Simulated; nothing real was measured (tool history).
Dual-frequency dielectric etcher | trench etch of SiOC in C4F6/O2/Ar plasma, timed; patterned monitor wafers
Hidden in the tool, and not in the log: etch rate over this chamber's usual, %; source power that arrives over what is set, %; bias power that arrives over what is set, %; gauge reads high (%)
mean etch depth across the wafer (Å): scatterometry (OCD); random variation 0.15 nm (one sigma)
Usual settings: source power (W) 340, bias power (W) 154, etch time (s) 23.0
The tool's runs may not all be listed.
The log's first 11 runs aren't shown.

run,hour,source power (W),bias power (W),etch time (s),wafers since the last listed run,hours since the last wet clean,hours since the last source power generator calibration,hours since the last bias power generator calibration,hours since the last upper electrode change,hours since the gauge calibration,"read-back reference wafer on the same gauge, depth_nm",mean etch depth across the wafer (Å)
12,162.6,370,154,28.0,204,231.6,5269.7,3446.1,3121.8,311.9,43.87,554.5
13,179.7,370,154,28.0,301,248.7,5286.8,3463.2,3138.9,329.0,43.91,552.7
14,186.6,340,178,23.0,121,255.6,5293.7,3470.1,3145.8,335.9,43.90,459.8
# hour 228.4: upper electrode replaced
15,228.9,340,154,23.0,322,297.9,5336.0,3512.4,0.5,378.2,43.92,438.4
16,236.6,340,170,20.5,135,305.6,5343.7,3520.1,8.2,385.9,43.87,406.6
17,244.5,270,154,28.5,139,313.5,5351.6,3528.0,16.1,393.8,43.88,490.0
18,253.5,310,170,23.0,158,322.5,5360.6,3537.0,25.1,402.8,43.88,432.2
19,264.4,340,133,27.5,192,333.4,5371.5,3547.9,36.0,413.7,43.91,502.5
20,272.8,340,154,23.0,148,341.8,5379.9,3556.3,44.4,422.1,43.87,440.6
# hour 280.3: source power generator calibrated
21,280.8,290,154,23.0,70,349.8,0.5,3564.3,52.4,430.1,43.90,407.9
# hour 292.8: gauge calibrated
# hour 297.8: bias power generator calibrated
# hour 312.7: wet clean of the chamber
22,313.2,420,172,28.5,237,0.5,32.9,15.4,84.8,20.4,43.89,601.2
23,313.5,270,129,29.0,5,0.8,33.2,15.7,85.1,20.7,43.88,458.3
24,313.9,340,154,23.0,7,1.2,33.6,16.1,85.5,21.1,43.87,428.6
25,323.8,340,121,17.0,174,11.1,43.5,26.0,95.4,31.0,43.83,294.3
26,337.1,280,154,23.0,234,24.4,56.8,39.3,108.7,44.3,43.88,391.4
27,349.6,340,154,23.0,220,36.9,69.3,51.8,121.2,56.8,43.92,427.3
28,357.5,260,154,18.5,139,44.8,77.2,59.7,129.1,64.7,43.93,303.1
29,371.5,320,140,29.5,247,58.8,91.2,73.7,143.1,78.7,43.94,518.4
30,389.3,340,154,23.0,314,76.6,109.0,91.5,160.9,96.5,43.87,428.8
31,404.2,270,154,23.0,262,91.5,123.9,106.4,175.8,111.4,43.89,384.9

3 ways to go on from here, each from the tool as it stands after run 31. What would each give?
A,404.6,370,154,23.0,7,91.9,124.3,106.8,176.2,111.8,?,?
B,404.6,380,190,23.0,7,91.9,124.3,106.8,176.2,111.8,?,?
C,404.6,340,154,29.5,7,91.9,124.3,106.8,176.2,111.8,?,?

run,"read-back reference wafer on the same gauge, depth_nm",mean etch depth across the wafer (Å)
A,43.85,446.6
B,43.85,482.9
C,43.85,551.0
Without the tool's hidden state the same runs would have given:
run,mean etch depth across the wafer (Å)
A,445.1
B,481.3
C,549.2
